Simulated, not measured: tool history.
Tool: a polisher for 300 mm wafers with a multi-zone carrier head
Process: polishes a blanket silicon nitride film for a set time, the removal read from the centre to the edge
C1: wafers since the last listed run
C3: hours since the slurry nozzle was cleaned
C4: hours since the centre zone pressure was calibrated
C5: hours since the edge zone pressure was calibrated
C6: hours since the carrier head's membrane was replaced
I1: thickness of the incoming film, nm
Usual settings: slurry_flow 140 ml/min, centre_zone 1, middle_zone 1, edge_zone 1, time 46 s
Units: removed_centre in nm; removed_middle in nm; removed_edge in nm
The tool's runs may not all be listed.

Run 1, hour 0: usual settings; C1 0; wafers polished on this pad 256; C3 386.5; C4 1193.6; C5 576; C6 1797.2; I1 566.4. Result: removed_centre 137.6 nm, removed_middle 137.1 nm, removed_edge 136.3 nm.
Run 2, hour 9.6: usual settings; C1 107; wafers polished on this pad 364; C3 396.1; C4 1203.2; C5 585.6; C6 1806.8; I1 569.6. Result: removed_centre 138.9 nm, removed_middle 137.8 nm, removed_edge 134.7 nm.
Run 3, hour 21.2: usual settings but slurry_flow 100 ml/min; C1 129; wafers polished on this pad 493; C3 407.7; C4 1214.8; C5 597.2; C6 1818.4; I1 570.8. Result: removed_centre 123.6 nm, removed_middle 123.2 nm, removed_edge 126.2 nm.
Run 4, hour 30.3: usual settings; C1 101; wafers polished on this pad 595; C3 416.8; C4 1223.9; C5 606.3; C6 1827.5; I1 572.8. Result: removed_centre 137.5 nm, removed_middle 136.5 nm, removed_edge 135.3 nm.
At hour 44: worn pad replaced by a new one.
Run 5, hour 46.9: usual settings but time 41 s; C1 140; wafers polished on this pad 31; C3 433.4; C4 1240.5; C5 622.9; C6 1844.1; I1 571.5. Result: removed_centre 123.2 nm, removed_middle 120.6 nm, removed_edge 119.6 nm.
Run 6, hour 63.8: usual settings but time 41 s; C1 188; wafers polished on this pad 220; C3 450.3; C4 1257.4; C5 639.8; C6 1861; I1 575.9. Result: removed_centre 124.7 nm, removed_middle 121 nm, removed_edge 118.5 nm.
At hour 80.9: centre zone pressure recalibrated.
Run 7, hour 81.5: usual settings but slurry_flow 155 ml/min, edge_zone 0.97; C1 175; wafers polished on this pad 395; C3 468; C4 0.6; C5 657.5; C6 1878.7; I1 565.1. Result: removed_centre 143.2 nm, removed_middle 139.7 nm, removed_edge 139.6 nm.
Run 8, hour 90.6: usual settings but slurry_flow 165 ml/min; C1 101; wafers polished on this pad 497; C3 477.1; C4 9.7; C5 666.6; C6 1887.8; I1 560.5. Result: removed_centre 146.9 nm, removed_middle 141.4 nm, removed_edge 138.2 nm.
At hour 95.1: edge zone pressure recalibrated.
At hour 103.5: slurry nozzle cleaned.
Run 9, hour 104: usual settings but centre_zone 1.06, middle_zone 1.07; C1 116; wafers polished on this pad 613; C3 0.5; C4 23.1; C5 8.9; C6 1901.2; I1 568.2. Result: removed_centre 144.5 nm, removed_middle 146 nm, removed_edge 140.4 nm.
At hour 113.7: carrier head's membrane replaced by a new one.
Run 10, hour 119.6: usual settings; C1 118; wafers polished on this pad 731; C3 16.1; C4 38.7; C5 24.5; C6 5.9; I1 572.1. Result: removed_centre 138.8 nm, removed_middle 137.3 nm, removed_edge 137.1 nm.
At hour 127.7: worn pad replaced by a new one.
Run 11, hour 131.2: usual settings but slurry_flow 160 ml/min, centre_zone 1.03, edge_zone 1.06, time 54 s; C1 84; wafers polished on this pad 39; C3 27.7; C4 50.3; C5 36.1; C6 17.5; I1 566.3. Result: removed_centre 170.5 nm, removed_middle 165.7 nm, removed_edge 166.6 nm.
Run 12, hour 148: usual settings but centre_zone 0.92, edge_zone 1.12; C1 187; wafers polished on this pad 226; C3 44.5; C4 67.1; C5 52.9; C6 34.3; I1 565.9. Result: removed_centre 125.6 nm, removed_middle 137.4 nm, removed_edge 142.1 nm.
Run 13, hour 157.2: usual settings but centre_zone 1.06, time 50 s; C1 102; wafers polished on this pad 329; C3 53.7; C4 76.3; C5 62.1; C6 43.5; I1 569.8. Result: removed_centre 159.4 nm, removed_middle 148.6 nm, removed_edge 148.7 nm.
Run 14, hour 172.5: usual settings but slurry_flow 170 ml/min; C1 170; wafers polished on this pad 500; C3 69; C4 91.6; C5 77.4; C6 58.8; I1 575. Result: removed_centre 144.1 nm, removed_middle 140.7 nm, removed_edge 139 nm.

The tool's hidden state at each run:
removal rate lost through wear of the pad, %: 0 in every run
slurry flow missing at the pad, %: 0 in every run
deviation of the centre zone's pressure from its setpoint, %: 0 in every run
deviation of the edge zone's pressure from its setpoint, %: 0 in every run
